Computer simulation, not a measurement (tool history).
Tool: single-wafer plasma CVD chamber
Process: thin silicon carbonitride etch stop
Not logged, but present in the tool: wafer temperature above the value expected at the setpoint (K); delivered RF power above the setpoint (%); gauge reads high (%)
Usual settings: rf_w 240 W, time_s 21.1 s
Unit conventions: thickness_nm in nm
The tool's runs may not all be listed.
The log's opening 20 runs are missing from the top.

run    hour  rf_w  time_s  wafers since the last listed run  hours since the last thermocouple change  hours since the last RF generator calibration  hours since the showerhead was replaced  hours since the gauge calibration  read-back reference wafer on the same gauge, thickness_nm  thickness_nm
      991.1  -- gauge calibrated
 21  1020.8   270    17.6                               883                                    2312.9                                         1876.3                                    177.7                               29.7                                                     13.600        10.576
     1072.2  -- thermocouple changed; heater temperature recalibrated
 22  1072.7   215    18.1                               648                                       0.5                                         1928.2                                    229.6                               81.6                                                     13.594        10.130
 23  1108.2   275    25.3                               524                                      36.0                                         1963.7                                    265.1                              117.1                                                     13.596        15.279
 24  1140.7   240    21.1                               479                                      68.5                                         1996.2                                    297.6                              149.6                                                     13.593        12.219
 25  1190.5   260    21.1                               735                                     118.3                                         2046.0                                    347.4                              199.4                                                     13.605        12.500
 26  1215.8   205    23.0                               373                                     143.6                                         2071.3                                    372.7                              224.7                                                     13.597        12.707
 27  1257.6   215    19.6                               617                                     185.4                                         2113.1                                    414.5                              266.5                                                     13.600        11.008
     1340.8  -- RF generator calibrated
 28  1456.7   205    24.3                              2821                                     384.5                                          115.9                                    613.6                              465.6                                                     13.605        13.508
 29  1491.9   215    21.1                               519                                     419.7                                          151.1                                    648.8                              500.8                                                     13.602        11.898
 30  1543.4   240    21.1                               760                                     471.2                                          202.6                                    700.3                              552.3                                                     13.600        12.285
 31  1582.1   205    24.3                               571                                     509.9                                          241.3                                    739.0                              591.0                                                     13.599        13.506
 32  1625.5   265    19.0                               640                                     553.3                                          284.7                                    782.4                              634.4                                                     13.602        11.443
 33  1687.6   270    22.4                               916                                     615.4                                          346.8                                    844.5                              696.5                                                     13.597        13.574
 34  1726.0   270    23.8                               567                                     653.8                                          385.2                                    882.9                              734.9                                                     13.600        14.369
 35  1759.9   240    24.4                               500                                     687.7                                          419.1                                    916.8                              768.8                                                     13.600        14.218
 36  1787.8   275    21.1                               411                                     715.6                                          447.0                                    944.7                              796.7                                                     13.600        12.799

Each row is a separate what-if for the run after 36, all from the same tool condition, not one after another. Results?
  A  1788.2   240    18.7                                 5                                     716.0                                          447.4                                    945.1                              797.1                                                          ?             ?
  B  1788.2   215    22.6                                 5                                     716.0                                          447.4                                    945.1                              797.1                                                          ?             ?
  C  1788.2   225    23.1                                 5                                     716.0                                          447.4                                    945.1                              797.1                                                          ?             ?

run  read-back reference wafer on the same gauge, thickness_nm  thickness_nm
  A                                                     13.598        10.896
  B                                                     13.598        12.733
  C                                                     13.598        13.197
What these runs would have given with no unlogged condition in the tool:
run  thickness_nm
  A        10.947
  B        12.793
  C        13.259
